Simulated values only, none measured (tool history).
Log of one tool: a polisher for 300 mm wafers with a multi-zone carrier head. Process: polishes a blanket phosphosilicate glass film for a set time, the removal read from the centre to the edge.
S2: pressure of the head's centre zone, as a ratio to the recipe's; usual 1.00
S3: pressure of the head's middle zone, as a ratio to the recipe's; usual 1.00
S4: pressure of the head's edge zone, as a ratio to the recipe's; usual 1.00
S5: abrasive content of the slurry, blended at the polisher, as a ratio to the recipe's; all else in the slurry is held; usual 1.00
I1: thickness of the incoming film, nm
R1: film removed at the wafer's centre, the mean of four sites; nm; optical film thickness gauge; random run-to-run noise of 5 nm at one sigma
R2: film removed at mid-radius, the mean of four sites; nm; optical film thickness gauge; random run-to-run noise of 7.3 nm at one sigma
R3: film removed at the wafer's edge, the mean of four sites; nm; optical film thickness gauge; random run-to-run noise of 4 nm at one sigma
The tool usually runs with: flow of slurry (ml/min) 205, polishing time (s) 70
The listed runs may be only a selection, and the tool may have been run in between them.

{"run": 1, "hour": 0.0, "flow of slurry (ml/min)": 225, "S2": 1.0, "S3": 1.08, "S4": 1.0, "S5": 1.0, "polishing time (s)": 70, "I1": 3617.1, "R1": 564.4, "R2": 525.2, "R3": 511.8}
{"run": 2, "hour": 11.6, "flow of slurry (ml/min)": 225, "S2": 1.0, "S3": 1.08, "S4": 1.0, "S5": 1.0, "polishing time (s)": 70, "I1": 3589.3, "R1": 556.8, "R2": 535.8, "R3": 504.9}
{"run": 3, "hour": 19.6, "flow of slurry (ml/min)": 225, "S2": 1.0, "S3": 1.08, "S4": 1.0, "S5": 1.0, "polishing time (s)": 70, "I1": 3528.9, "R1": 555.7, "R2": 521.8, "R3": 502.5}
{"run": 4, "hour": 26.4, "flow of slurry (ml/min)": 205, "S2": 1.0, "S3": 1.0, "S4": 1.0, "S5": 1.0, "polishing time (s)": 70, "I1": 3557.4, "R1": 541.7, "R2": 480.0, "R3": 494.8}
{"hour": 37.4, "done": "worn pad replaced by a new one"}
{"run": 5, "hour": 42.1, "flow of slurry (ml/min)": 205, "S2": 1.0, "S3": 0.96, "S4": 1.0, "S5": 1.0, "polishing time (s)": 70, "I1": 3575.6, "R1": 564.7, "R2": 475.4, "R3": 507.9}
{"hour": 56.8, "done": "centre zone pressure recalibrated"}
{"run": 6, "hour": 57.3, "flow of slurry (ml/min)": 205, "S2": 1.0, "S3": 1.0, "S4": 1.0, "S5": 1.0, "polishing time (s)": 70, "I1": 3542.7, "R1": 524.0, "R2": 490.4, "R3": 506.6}
{"run": 7, "hour": 61.0, "flow of slurry (ml/min)": 205, "S2": 1.0, "S3": 1.0, "S4": 1.0, "S5": 1.0, "polishing time (s)": 70, "I1": 3504.4, "R1": 533.3, "R2": 501.8, "R3": 516.8}
{"run": 8, "hour": 68.8, "flow of slurry (ml/min)": 205, "S2": 1.0, "S3": 1.0, "S4": 1.0, "S5": 1.0, "polishing time (s)": 70, "I1": 3581.9, "R1": 518.5, "R2": 489.6, "R3": 510.9}
{"hour": 78.8, "done": "edge zone pressure recalibrated"}
{"run": 9, "hour": 83.1, "flow of slurry (ml/min)": 205, "S2": 1.0, "S3": 1.0, "S4": 1.0, "S5": 1.0, "polishing time (s)": 70, "I1": 3606.0, "R1": 515.8, "R2": 494.8, "R3": 504.1}
{"run": 10, "hour": 100.3, "flow of slurry (ml/min)": 205, "S2": 1.05, "S3": 1.0, "S4": 1.0, "S5": 0.8, "polishing time (s)": 70, "I1": 3599.3, "R1": 483.0, "R2": 434.1, "R3": 448.5}
{"run": 11, "hour": 117.5, "flow of slurry (ml/min)": 205, "S2": 1.0, "S3": 1.0, "S4": 0.9, "S5": 1.0, "polishing time (s)": 64, "I1": 3553.9, "R1": 457.3, "R2": 420.9, "R3": 425.7}
{"hour": 130.3, "done": "worn pad replaced by a new one"}
{"run": 12, "hour": 130.8, "flow of slurry (ml/min)": 225, "S2": 1.0, "S3": 1.08, "S4": 1.0, "S5": 1.0, "polishing time (s)": 70, "I1": 3556.8, "R1": 548.4, "R2": 558.4, "R3": 525.0}
{"hour": 141.7, "done": "slurry nozzle cleaned"}
{"run": 13, "hour": 142.2, "flow of slurry (ml/min)": 205, "S2": 1.0, "S3": 1.0, "S4": 1.0, "S5": 1.2, "polishing time (s)": 70, "I1": 3593.2, "R1": 575.1, "R2": 537.0, "R3": 567.0}
{"run": 14, "hour": 154.5, "flow of slurry (ml/min)": 205, "S2": 1.03, "S3": 1.0, "S4": 1.05, "S5": 1.0, "polishing time (s)": 70, "I1": 3574.4, "R1": 551.3, "R2": 496.3, "R3": 533.0}
{"run": 15, "hour": 171.5, "flow of slurry (ml/min)": 205, "S2": 1.0, "S3": 1.0, "S4": 1.0, "S5": 1.0, "polishing time (s)": 56, "I1": 3515.5, "R1": 421.6, "R2": 398.1, "R3": 406.8}
{"hour": 177.9, "done": "carrier head's membrane replaced by a new one"}
{"run": 16, "hour": 183.8, "flow of slurry (ml/min)": 205, "S2": 0.93, "S3": 1.0, "S4": 0.92, "S5": 0.85, "polishing time (s)": 63, "I1": 3595.2, "R1": 412.8, "R2": 405.9, "R3": 409.3}
{"run": 17, "hour": 199.3, "flow of slurry (ml/min)": 205, "S2": 1.0, "S3": 1.0, "S4": 1.0, "S5": 1.15, "polishing time (s)": 70, "I1": 3550.8, "R1": 551.0, "R2": 527.2, "R3": 533.1}
{"run": 18, "hour": 210.3, "flow of slurry (ml/min)": 145, "S2": 1.0, "S3": 1.0, "S4": 1.0, "S5": 1.1, "polishing time (s)": 70, "I1": 3512.9, "R1": 481.4, "R2": 463.1, "R3": 482.5}
{"run": 19, "hour": 226.0, "flow of slurry (ml/min)": 205, "S2": 1.0, "S3": 1.0, "S4": 1.0, "S5": 1.0, "polishing time (s)": 70, "I1": 3595.0, "R1": 497.7, "R2": 461.8, "R3": 481.3}
{"hour": 237.9, "done": "worn pad replaced by a new one"}
{"run": 20, "hour": 238.3, "flow of slurry (ml/min)": 205, "S2": 0.93, "S3": 1.09, "S4": 1.0, "S5": 1.0, "polishing time (s)": 70, "I1": 3577.8, "R1": 492.7, "R2": 556.7, "R3": 518.4}
{"run": 21, "hour": 253.8, "flow of slurry (ml/min)": 205, "S2": 1.0, "S3": 1.0, "S4": 1.0, "S5": 1.0, "polishing time (s)": 70, "I1": 3558.3, "R1": 539.8, "R2": 499.4, "R3": 519.5}
{"run": 22, "hour": 268.1, "flow of slurry (ml/min)": 205, "S2": 1.0, "S3": 1.0, "S4": 1.0, "S5": 1.0, "polishing time (s)": 70, "I1": 3506.4, "R1": 526.5, "R2": 501.5, "R3": 510.2}

Predict each of these 3 candidate next runs independently; none follows another, all start after run 22:
{"run": "A", "hour": 268.5, "flow of slurry (ml/min)": 205, "S2": 1.05, "S3": 1.0, "S4": 1.0, "S5": 1.0, "polishing time (s)": 70, "I1": 3549.0, "R1": "?", "R2": "?", "R3": "?"}
{"run": "B", "hour": 268.5, "flow of slurry (ml/min)": 205, "S2": 1.0, "S3": 1.0, "S4": 1.0, "S5": 0.8, "polishing time (s)": 50, "I1": 3549.0, "R1": "?", "R2": "?", "R3": "?"}
{"run": "C", "hour": 268.5, "flow of slurry (ml/min)": 230, "S2": 1.11, "S3": 1.0, "S4": 1.0, "S5": 1.0, "polishing time (s)": 70, "I1": 3549.0, "R1": "?", "R2": "?", "R3": "?"}

run=A R1=544.8 R2=503.3 R3=513.0
run=B R1=334.0 R2=324.1 R3=330.3
run=C R1=586.8 R2=511.6 R3=519.4
The same runs, with their run-to-run variation unchanged, on a tool lacking any hidden condition would have given:
run=A R1=533.4 R2=508.1 R3=517.7
run=B R1=326.9 R2=327.2 R3=333.3
run=C R1=574.6 R2=516.5 R3=524.2

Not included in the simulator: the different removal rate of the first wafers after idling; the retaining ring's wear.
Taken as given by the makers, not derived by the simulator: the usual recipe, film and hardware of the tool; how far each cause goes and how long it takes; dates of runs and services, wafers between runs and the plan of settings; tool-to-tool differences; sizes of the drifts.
